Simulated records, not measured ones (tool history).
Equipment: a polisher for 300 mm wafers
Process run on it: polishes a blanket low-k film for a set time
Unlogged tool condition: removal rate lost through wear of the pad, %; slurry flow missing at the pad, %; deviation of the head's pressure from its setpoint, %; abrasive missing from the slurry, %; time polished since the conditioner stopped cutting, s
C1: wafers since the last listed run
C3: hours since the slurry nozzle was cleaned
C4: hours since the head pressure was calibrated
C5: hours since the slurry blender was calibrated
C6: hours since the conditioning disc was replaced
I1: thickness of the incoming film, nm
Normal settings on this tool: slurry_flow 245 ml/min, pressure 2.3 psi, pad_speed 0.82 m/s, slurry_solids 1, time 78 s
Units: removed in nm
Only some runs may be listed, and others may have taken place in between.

Run 1, hour 0: usual settings; C1 0; wafers polished on this pad 2024; C3 9.8; C4 535.2; C5 172.6; C6 231.5; I1 738.2. Result: removed 29.6 nm.
Run 2, hour 33.8: usual settings; C1 386; wafers polished on this pad 2410; C3 43.6; C4 569; C5 206.4; C6 265.3; I1 725.3. Result: removed 29.3 nm.
Run 3, hour 95.9: usual settings; C1 709; wafers polished on this pad 3120; C3 105.7; C4 631.1; C5 268.5; C6 327.4; I1 739.8. Result: removed 29.8 nm.
Run 4, hour 146.9: usual settings; C1 582; wafers polished on this pad 3703; C3 156.7; C4 682.1; C5 319.5; C6 378.4; I1 745.2. Result: removed 29.4 nm.
At hour 177.1: worn pad replaced by a new one.
Run 5, hour 212.3: usual settings; C1 701; wafers polished on this pad 402; C3 222.1; C4 747.5; C5 384.9; C6 443.8; I1 733.1. Result: removed 29.3 nm.
At hour 216.9: slurry blender recalibrated.
Run 6, hour 245.5: usual settings; C1 356; wafers polished on this pad 759; C3 255.3; C4 780.7; C5 28.6; C6 477; I1 740.3. Result: removed 29.2 nm.
At hour 262.8: conditioning disc replaced and pad reconditioned.
Run 7, hour 311.7: usual settings; C1 733; wafers polished on this pad 1492; C3 321.5; C4 846.9; C5 94.8; C6 48.9; I1 745.3. Result: removed 29.4 nm.
Run 8, hour 378.2: usual settings; C1 760; wafers polished on this pad 2253; C3 388; C4 913.4; C5 161.3; C6 115.4; I1 746.9. Result: removed 28.6 nm.
Run 9, hour 414.6: usual settings but pressure 2.7 psi, pad_speed 0.9 m/s, time 102 s; C1 416; wafers polished on this pad 2669; C3 424.4; C4 949.8; C5 197.7; C6 151.8; I1 735.9. Result: removed 46.4 nm.
Run 10, hour 483.2: usual settings; C1 784; wafers polished on this pad 3453; C3 493; C4 1018.4; C5 266.3; C6 220.4; I1 737.4. Result: removed 28.5 nm.
At hour 514: slurry nozzle cleaned.
At hour 539.7: worn pad replaced by a new one.
At hour 613.2: slurry blender recalibrated.
Run 11, hour 676.6: usual settings but pressure 1.6 psi, time 60 s; C1 2130; wafers polished on this pad 1542; C3 162.6; C4 1211.8; C5 63.4; C6 413.8; I1 739.8. Result: removed 17.2 nm.
Run 12, hour 717.1: usual settings but slurry_flow 175 ml/min, pad_speed 0.62 m/s; C1 462; wafers polished on this pad 2005; C3 203.1; C4 1252.3; C5 103.9; C6 454.3; I1 732.6. Result: removed 22.1 nm.
Run 13, hour 760.4: usual settings but pad_speed 0.6 m/s; C1 494; wafers polished on this pad 2500; C3 246.4; C4 1295.6; C5 147.2; C6 497.6; I1 742.3. Result: removed 23 nm.
At hour 787.4: conditioning disc replaced and pad reconditioned.
At hour 794: head pressure recalibrated.
Run 14, hour 810: usual settings; C1 521; wafers polished on this pad 3021; C3 296; C4 16; C5 196.8; C6 22.6; I1 749.8. Result: removed 28.9 nm.
Run 15, hour 858.9: usual settings; C1 558; wafers polished on this pad 3580; C3 344.9; C4 64.9; C5 245.7; C6 71.5; I1 743.7. Result: removed 29 nm.
At hour 927.7: worn pad replaced by a new one.
Run 16, hour 928.2: usual settings; C1 746; wafers polished on this pad 5; C3 414.2; C4 134.2; C5 315; C6 140.8; I1 745.3. Result: removed 28.7 nm.
Run 17, hour 1031.2: usual settings but slurry_flow 215 ml/min, pressure 1.5 psi; C1 1177; wafers polished on this pad 1182; C3 517.2; C4 237.2; C5 418; C6 243.8; I1 727. Result: removed 20 nm.
At hour 1062.4: slurry blender recalibrated.
Run 18, hour 1099: usual settings but pressure 3.1 psi, time 68 s; C1 752; wafers polished on this pad 1934; C3 585; C4 305; C5 36.6; C6 311.6; I1 741.3. Result: removed 30.9 nm.
At hour 1128: slurry nozzle cleaned.
Run 19, hour 1144.6: usual settings but pad_speed 0.66 m/s; C1 509; wafers polished on this pad 2444; C3 16.6; C4 350.6; C5 82.2; C6 357.2; I1 738.5. Result: removed 24.6 nm.
Run 20, hour 1194.2: usual settings but pad_speed 1.04 m/s, slurry_solids 0.8, time 87 s; C1 566; wafers polished on this pad 3011; C3 66.2; C4 400.2; C5 131.8; C6 406.8; I1 743. Result: removed 35.6 nm.
Run 21, hour 1222.4: usual settings but slurry_flow 305 ml/min, pressure 1.5 psi, slurry_solids 1.25, time 104 s; C1 322; wafers polished on this pad 3334; C3 94.4; C4 428.4; C5 160; C6 435; I1 745.6. Result: removed 32.3 nm.
At hour 1325: worn pad replaced by a new one.
At hour 1336.7: conditioning disc replaced and pad reconditioned.
Run 22, hour 1399.8: usual settings but pressure 2.8 psi, pad_speed 0.94 m/s, time 61 s; C1 1959; wafers polished on this pad 832; C3 271.8; C4 605.8; C5 337.4; C6 63.1; I1 747.5. Result: removed 29.9 nm.
Run 23, hour 1424: usual settings but slurry_flow 270 ml/min, pressure 2 psi; C1 276; wafers polished on this pad 1108; C3 296; C4 630; C5 361.6; C6 87.3; I1 750.9. Result: removed 26.5 nm.
At hour 1449.6: slurry blender recalibrated.
Run 24, hour 1451.3: usual settings; C1 289; wafers polished on this pad 1398; C3 323.3; C4 657.3; C5 1.7; C6 114.6; I1 732.5. Result: removed 29 nm.
Run 25, hour 1520: usual settings but time 86 s; C1 785; wafers polished on this pad 2183; C3 392; C4 726; C5 70.4; C6 183.3; I1 731.3. Result: removed 31.6 nm.
Run 26, hour 1586.3: usual settings but slurry_flow 310 ml/min, pad_speed 0.72 m/s, time 58 s; C1 757; wafers polished on this pad 2941; C3 458.3; C4 792.3; C5 136.7; C6 249.6; I1 739.5. Result: removed 19.8 nm.

Each row is a separate what-if for the run after 26, all from the same tool condition, not one after another. Results?
Run A, hour 1586.7: usual settings; C1 4; wafers polished on this pad 2945; C3 458.7; C4 792.7; C5 137.1; C6 250; I1 744.7. Result: removed ?.
Run B, hour 1586.7: usual settings but pad_speed 0.7 m/s; C1 4; wafers polished on this pad 2945; C3 458.7; C4 792.7; C5 137.1; C6 250; I1 744.7. Result: removed ?.
Run C, hour 1586.7: usual settings but slurry_flow 190 ml/min; C1 4; wafers polished on this pad 2945; C3 458.7; C4 792.7; C5 137.1; C6 250; I1 744.7. Result: removed ?.

run  removed
  A     28.5
  B     25.1
  C     27.3
With the hidden condition removed and each run's random variation left untouched, the same runs would have given:
run  removed
  A     29.4
  B     25.9
  C     28.3

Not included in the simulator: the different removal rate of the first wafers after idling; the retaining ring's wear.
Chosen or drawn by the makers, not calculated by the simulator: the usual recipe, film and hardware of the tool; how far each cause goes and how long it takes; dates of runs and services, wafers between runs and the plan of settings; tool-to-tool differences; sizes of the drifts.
